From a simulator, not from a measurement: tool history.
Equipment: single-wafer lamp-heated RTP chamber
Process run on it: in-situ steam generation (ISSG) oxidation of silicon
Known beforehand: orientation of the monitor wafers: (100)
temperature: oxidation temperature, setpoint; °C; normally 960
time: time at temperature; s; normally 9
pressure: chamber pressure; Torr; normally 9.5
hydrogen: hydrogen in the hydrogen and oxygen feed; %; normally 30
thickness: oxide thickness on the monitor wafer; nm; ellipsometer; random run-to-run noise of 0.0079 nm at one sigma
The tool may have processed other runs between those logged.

| run | hour | temperature | time | pressure | hydrogen | wafers since the last listed run | wafers since the last pyrometer calibration | hours since the pressure gauge was zeroed | hours since the hydrogen flow controller was replaced | hours since the gauge calibration | read-back reference wafer on the same gauge, thickness | thickness |
|---|---|---|---|---|---|---|---|---|---|---|---|---|
| 1 | 0 | 960 | 9 | 9.8 | 30 | 0 | 5535 | 3925.7 | 4325.6 | 976.8 | 3.508 | 3.461 |
|  | 18.5 | gauge calibrated |
| 2 | 51.8 | 960 | 9 | 9.5 | 30 | 788 | 6324 | 3977.5 | 4377.4 | 33.3 | 3.51 | 3.482 |
|  | 68.9 | pyrometer window cleaned and pyrometer calibrated |
| 3 | 122.9 | 960 | 9 | 9.5 | 30 | 960 | 821 | 4048.6 | 4448.5 | 104.4 | 3.51 | 3.424 |
| 4 | 226.7 | 960 | 9 | 9.5 | 30 | 1579 | 2400 | 4152.4 | 4552.3 | 208.2 | 3.511 | 3.45 |
| 5 | 251.2 | 960 | 9 | 9.5 | 30 | 372 | 2773 | 4176.9 | 4576.8 | 232.7 | 3.512 | 3.441 |
| 6 | 280.1 | 960 | 9 | 9.5 | 30 | 439 | 3213 | 4205.8 | 4605.7 | 261.6 | 3.513 | 3.448 |
| 7 | 344.5 | 960 | 9 | 9.5 | 30 | 980 | 4193 | 4270.2 | 4670.1 | 326 | 3.508 | 3.451 |
| 8 | 400.1 | 960 | 9 | 9.5 | 30 | 846 | 5039 | 4325.8 | 4725.7 | 381.6 | 3.511 | 3.461 |
|  | 433.6 | hydrogen flow controller replaced |
| 9 | 447.8 | 960 | 9 | 9.5 | 30 | 604 | 5644 | 4373.5 | 14.2 | 429.3 | 3.51 | 3.469 |
|  | 514.6 | pyrometer window cleaned and pyrometer calibrated |
| 10 | 515.4 | 960 | 9 | 9.5 | 30 | 907 | 12 | 4441.1 | 81.8 | 496.9 | 3.51 | 3.489 |
| 11 | 572.2 | 960 | 9 | 9.5 | 30 | 864 | 876 | 4497.9 | 138.6 | 553.7 | 3.511 | 3.508 |
| 12 | 597.2 | 960 | 9 | 9.5 | 30 | 380 | 1257 | 4522.9 | 163.6 | 578.7 | 3.511 | 3.522 |
| 13 | 653.3 | 960 | 9 | 9.5 | 30 | 853 | 2111 | 4579 | 219.7 | 634.8 | 3.51 | 3.517 |
| 14 | 705.3 | 973 | 7 | 8.1 | 32 | 791 | 2902 | 4631 | 271.7 | 686.8 | 3.51 | 3.464 |
| 15 | 750.9 | 960 | 6 | 9.5 | 32 | 693 | 3596 | 4676.6 | 317.3 | 732.4 | 3.51 | 3.104 |
|  | 764.2 | pressure gauge zeroed |
|  | 781.3 | pyrometer window cleaned and pyrometer calibrated, repeated, since the last time left the tool worse |
| 16 | 822 | 960 | 6 | 10.1 | 30 | 838 | 619 | 57.8 | 388.4 | 803.5 | 3.511 | 2.918 |
|  | 834 | gauge calibrated |
| 17 | 868.1 | 945 | 6 | 8.4 | 32 | 701 | 1321 | 103.9 | 434.5 | 34.1 | 3.511 | 3.013 |
| 18 | 907.6 | 944 | 6 | 10 | 32 | 601 | 1922 | 143.4 | 474 | 73.6 | 3.507 | 2.91 |
| 19 | 935.6 | 960 | 7 | 9.5 | 32 | 426 | 2348 | 171.4 | 502 | 101.6 | 3.511 | 3.209 |
| 20 | 1001.4 | 966 | 7 | 9.5 | 30 | 1001 | 3349 | 237.2 | 567.8 | 167.4 | 3.511 | 3.188 |
| 21 | 1033 | 960 | 9 | 9.5 | 30 | 480 | 3830 | 268.8 | 599.4 | 199 | 3.512 | 3.464 |
| 22 | 1096.3 | 960 | 11 | 8.7 | 30 | 963 | 4793 | 332.1 | 662.7 | 262.3 | 3.51 | 3.795 |

What if the next run were any one of these 3? Each begins from the tool's condition after run 22:
| A | 1096.7 | 960 | 9 | 9.5 | 30 | 6 | 4800 | 332.5 | 663.1 | 262.7 | ? | ? |
| B | 1096.7 | 960 | 8 | 9.5 | 23 | 6 | 4800 | 332.5 | 663.1 | 262.7 | ? | ? |
| C | 1096.7 | 960 | 9 | 10.2 | 30 | 6 | 4800 | 332.5 | 663.1 | 262.7 | ? | ? |

| run | read-back reference wafer on the same gauge, thickness | thickness |
|---|---|---|
| A | 3.51 | 3.456 |
| B | 3.51 | 3.092 |
| C | 3.51 | 3.392 |
What these runs would have given with no unlogged condition in the tool:
| run | thickness |
|---|---|
| A | 3.419 |
| B | 3.061 |
| C | 3.356 |
